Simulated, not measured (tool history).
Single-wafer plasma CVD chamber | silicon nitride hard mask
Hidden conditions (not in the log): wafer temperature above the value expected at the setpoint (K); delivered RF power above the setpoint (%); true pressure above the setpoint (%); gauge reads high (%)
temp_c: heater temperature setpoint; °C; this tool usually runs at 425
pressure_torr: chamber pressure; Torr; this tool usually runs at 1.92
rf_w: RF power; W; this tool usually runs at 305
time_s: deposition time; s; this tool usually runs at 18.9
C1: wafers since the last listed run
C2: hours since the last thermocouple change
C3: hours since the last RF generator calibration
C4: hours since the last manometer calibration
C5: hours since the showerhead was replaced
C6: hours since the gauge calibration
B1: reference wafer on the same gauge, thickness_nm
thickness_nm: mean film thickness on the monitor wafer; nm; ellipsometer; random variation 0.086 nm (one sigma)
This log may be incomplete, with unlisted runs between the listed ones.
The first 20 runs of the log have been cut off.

{"run": 21, "hour": 1450.2, "temp_c": 425, "pressure_torr": 1.92, "rf_w": 265, "time_s": 18.9, "C1": 2048, "C2": 909.8, "C3": 1546.1, "C4": 169.1, "C5": 556.1, "C6": 399.8, "B1": 21.68, "thickness_nm": 19.986}
{"hour": 1467.6, "done": "RF generator calibrated"}
{"run": 22, "hour": 1580.1, "temp_c": 437, "pressure_torr": 1.92, "rf_w": 270, "time_s": 22.5, "C1": 5148, "C2": 1039.7, "C3": 112.5, "C4": 299.0, "C5": 686.0, "C6": 529.7, "B1": 21.705, "thickness_nm": 23.893}
{"run": 23, "hour": 1651.2, "temp_c": 425, "pressure_torr": 1.92, "rf_w": 305, "time_s": 18.9, "C1": 3002, "C2": 1110.8, "C3": 183.6, "C4": 370.1, "C5": 757.1, "C6": 600.8, "B1": 21.692, "thickness_nm": 21.751}
{"run": 24, "hour": 1688.5, "temp_c": 411, "pressure_torr": 1.92, "rf_w": 305, "time_s": 17.9, "C1": 1575, "C2": 1148.1, "C3": 220.9, "C4": 407.4, "C5": 794.4, "C6": 638.1, "B1": 21.683, "thickness_nm": 20.628}
{"run": 25, "hour": 1777.5, "temp_c": 425, "pressure_torr": 1.92, "rf_w": 305, "time_s": 18.9, "C1": 3759, "C2": 1237.1, "C3": 309.9, "C4": 496.4, "C5": 883.4, "C6": 727.1, "B1": 21.707, "thickness_nm": 21.586}
{"run": 26, "hour": 1838.2, "temp_c": 412, "pressure_torr": 2.36, "rf_w": 365, "time_s": 22.0, "C1": 2563, "C2": 1297.8, "C3": 370.6, "C4": 557.1, "C5": 944.1, "C6": 787.8, "B1": 21.671, "thickness_nm": 29.379}
{"run": 27, "hour": 1882.7, "temp_c": 430, "pressure_torr": 1.92, "rf_w": 305, "time_s": 18.9, "C1": 1879, "C2": 1342.3, "C3": 415.1, "C4": 601.6, "C5": 988.6, "C6": 832.3, "B1": 21.675, "thickness_nm": 21.745}
{"run": 28, "hour": 1957.1, "temp_c": 414, "pressure_torr": 1.92, "rf_w": 305, "time_s": 15.4, "C1": 3142, "C2": 1416.7, "C3": 489.5, "C4": 676.0, "C5": 1063.0, "C6": 906.7, "B1": 21.712, "thickness_nm": 17.796}
{"run": 29, "hour": 2026.9, "temp_c": 425, "pressure_torr": 1.92, "rf_w": 305, "time_s": 18.9, "C1": 2948, "C2": 1486.5, "C3": 559.3, "C4": 745.8, "C5": 1132.8, "C6": 976.5, "B1": 21.669, "thickness_nm": 21.635}
{"run": 30, "hour": 2110.7, "temp_c": 425, "pressure_torr": 1.92, "rf_w": 305, "time_s": 16.9, "C1": 3539, "C2": 1570.3, "C3": 643.1, "C4": 829.6, "C5": 1216.6, "C6": 1060.3, "B1": 21.684, "thickness_nm": 19.35}

Consider 3 possible next runs. They are alternatives, not a sequence: every one starts from the tool as it was left by run 30. What does each give?
{"run": "A", "hour": 2111.1, "temp_c": 425, "pressure_torr": 1.92, "rf_w": 305, "time_s": 18.9, "C1": 16, "C2": 1570.7, "C3": 643.5, "C4": 830.0, "C5": 1217.0, "C6": 1060.7, "B1": "?", "thickness_nm": "?"}
{"run": "B", "hour": 2111.1, "temp_c": 417, "pressure_torr": 2.29, "rf_w": 305, "time_s": 18.9, "C1": 16, "C2": 1570.7, "C3": 643.5, "C4": 830.0, "C5": 1217.0, "C6": 1060.7, "B1": "?", "thickness_nm": "?"}
{"run": "C", "hour": 2111.1, "temp_c": 425, "pressure_torr": 2.26, "rf_w": 305, "time_s": 18.9, "C1": 16, "C2": 1570.7, "C3": 643.5, "C4": 830.0, "C5": 1217.0, "C6": 1060.7, "B1": "?", "thickness_nm": "?"}

run=A B1=21.697 thickness_nm=21.693
run=B B1=21.697 thickness_nm=22.563
run=C B1=21.697 thickness_nm=22.424
What these runs would have given with no unlogged condition in the tool:
run=A thickness_nm=21.693
run=B thickness_nm=22.563
run=C thickness_nm=22.424
